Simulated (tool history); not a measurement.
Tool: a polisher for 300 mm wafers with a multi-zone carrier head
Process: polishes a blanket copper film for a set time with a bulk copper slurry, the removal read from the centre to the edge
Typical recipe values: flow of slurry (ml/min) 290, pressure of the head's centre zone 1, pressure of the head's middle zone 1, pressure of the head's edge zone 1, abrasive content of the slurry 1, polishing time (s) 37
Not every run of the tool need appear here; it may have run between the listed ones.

| run | hour | flow of slurry (ml/min) | pressure of the head's centre zone | pressure of the head's middle zone | pressure of the head's edge zone | abrasive content of the slurry | polishing time (s) | wafers since the last listed run | wafers polished on this pad | hours since the slurry nozzle was cleaned | hours since the centre zone pressure was calibrated | hours since the edge zone pressure was calibrated | hours since the carrier head's membrane was replaced | incoming thickness of the incoming film, nm | film removed at the wafer's centre (angstrom) | film removed at mid-radius (angstrom) | film removed at the wafer's edge (angstrom) |
|---|---|---|---|---|---|---|---|---|---|---|---|---|---|---|---|---|---|
| 1 | 0 | 290 | 1 | 1 | 1 | 1 | 37 | 0 | 985 | 615.7 | 869.2 | 571.3 | 2161.8 | 2114 | 5132 | 4932 | 5251 |
| 2 | 7.4 | 290 | 1 | 1 | 1 | 1 | 37 | 92 | 1077 | 623.1 | 876.6 | 578.7 | 2169.2 | 2109.8 | 5093 | 4985 | 5217 |
| 3 | 16.5 | 290 | 1 | 1 | 1 | 1 | 37 | 113 | 1190 | 632.2 | 885.7 | 587.8 | 2178.3 | 2078.9 | 4943 | 4932 | 5227 |
| 4 | 26.2 | 290 | 1 | 1 | 1 | 1 | 37 | 120 | 1311 | 641.9 | 895.4 | 597.5 | 2188 | 2121.7 | 5105 | 4980 | 5229 |
|  | 34.8 | worn pad replaced by a new one |
|  | 43.6 | carrier head's membrane replaced by a new one |
| 5 | 46.9 | 290 | 1 | 1 | 1 | 1 | 37 | 145 | 88 | 662.6 | 916.1 | 618.2 | 3.3 | 2088 | 4983 | 4969 | 5271 |
|  | 63.4 | edge zone pressure recalibrated |
| 6 | 64 | 380 | 1 | 0.95 | 1.04 | 1 | 37 | 188 | 276 | 679.7 | 933.2 | 0.6 | 20.4 | 2095 | 5186 | 4995 | 5610 |
| 7 | 70.3 | 290 | 1 | 1 | 1 | 1.2 | 45 | 78 | 355 | 686 | 939.5 | 6.9 | 26.7 | 2076.6 | 6328 | 6259 | 6632 |
| 8 | 102.5 | 195 | 0.96 | 1 | 1 | 1.2 | 37 | 401 | 756 | 718.2 | 971.7 | 39.1 | 58.9 | 2096.9 | 4437 | 4664 | 5028 |
|  | 108.9 | centre zone pressure recalibrated |
| 9 | 118.3 | 360 | 1.06 | 1.03 | 1 | 1 | 41 | 171 | 928 | 734 | 9.4 | 54.9 | 74.7 | 2112.2 | 6217 | 5872 | 5816 |
| 10 | 131.2 | 290 | 1 | 1 | 1 | 1 | 37 | 160 | 1088 | 746.9 | 22.3 | 67.8 | 87.6 | 2133 | 4918 | 4959 | 5194 |
|  | 146.8 | worn pad replaced by a new one |
|  | 166.5 | slurry nozzle cleaned |
| 11 | 171.9 | 290 | 0.94 | 1 | 0.94 | 1 | 49 | 444 | 300 | 5.4 | 63 | 108.5 | 128.3 | 2114.9 | 7002 | 7096 | 7043 |
| 12 | 184.3 | 290 | 1 | 1 | 1 | 1 | 37 | 154 | 454 | 17.8 | 75.4 | 120.9 | 140.7 | 2127.4 | 5494 | 5272 | 5479 |
| 13 | 195.5 | 290 | 1 | 1 | 1 | 1.2 | 31 | 139 | 594 | 29 | 86.6 | 132.1 | 151.9 | 2093.3 | 4802 | 4581 | 4753 |
| 14 | 206.9 | 290 | 1.07 | 1 | 1.09 | 1 | 37 | 142 | 736 | 40.4 | 98 | 143.5 | 163.3 | 2123.8 | 5662 | 5303 | 5689 |
| 15 | 223.5 | 290 | 1.07 | 1 | 1 | 1 | 37 | 206 | 943 | 57 | 114.6 | 160.1 | 179.9 | 2120.9 | 5616 | 5299 | 5395 |
| 16 | 233.4 | 290 | 1 | 1 | 0.94 | 1 | 37 | 123 | 1066 | 66.9 | 124.5 | 170 | 189.8 | 2147.3 | 5382 | 5353 | 5259 |
| 17 | 249.6 | 290 | 1 | 1 | 1 | 1 | 37 | 201 | 1268 | 83.1 | 140.7 | 186.2 | 206 | 2105.7 | 5376 | 5329 | 5455 |
| 18 | 260.5 | 365 | 1 | 1.09 | 1.04 | 1.1 | 37 | 135 | 1404 | 94 | 151.6 | 197.1 | 216.9 | 2125.6 | 5667 | 5905 | 5707 |
|  | 268.2 | worn pad replaced by a new one |
| 19 | 270.6 | 320 | 1 | 1.05 | 1 | 1 | 48 | 75 | 30 | 104.1 | 161.7 | 207.2 | 227 | 2100.5 | 7130 | 7147 | 7252 |
| 20 | 284.1 | 290 | 0.91 | 1.12 | 1 | 1 | 37 | 168 | 198 | 117.6 | 175.2 | 220.7 | 240.5 | 2116.3 | 4982 | 5800 | 5457 |
| 21 | 294 | 290 | 1 | 1 | 1 | 0.8 | 37 | 123 | 321 | 127.5 | 185.1 | 230.6 | 250.4 | 2126 | 5176 | 4990 | 5178 |

Results per run with the tool's hidden condition removed, run-to-run variation unchanged:
Hidden state present: removal rate lost through wear of the pad, %; slurry flow missing at the pad, %; deviation of the centre zone's pressure from its setpoint, %; deviation of the edge zone's pressure from its setpoint, %.
| run | film removed at the wafer's centre (angstrom) | film removed at mid-radius (angstrom) | film removed at the wafer's edge (angstrom) |
|---|---|---|---|
| 1 | 5556 | 5298 | 5537 |
| 2 | 5517 | 5356 | 5503 |
| 3 | 5358 | 5302 | 5515 |
| 4 | 5536 | 5356 | 5520 |
| 5 | 5410 | 5350 | 5568 |
| 6 | 5518 | 5283 | 5854 |
| 7 | 6880 | 6747 | 7012 |
| 8 | 5069 | 5246 | 5465 |
| 9 | 6654 | 6244 | 6092 |
| 10 | 5362 | 5359 | 5503 |
| 11 | 7016 | 7109 | 7052 |
| 12 | 5517 | 5292 | 5495 |
| 13 | 4832 | 4606 | 4773 |
| 14 | 5708 | 5342 | 5721 |
| 15 | 5679 | 5353 | 5437 |
| 16 | 5452 | 5415 | 5306 |
| 17 | 5461 | 5404 | 5514 |
| 18 | 5745 | 5979 | 5761 |
| 19 | 7253 | 7260 | 7338 |
| 20 | 5090 | 5914 | 5537 |
| 21 | 5296 | 5096 | 5260 |
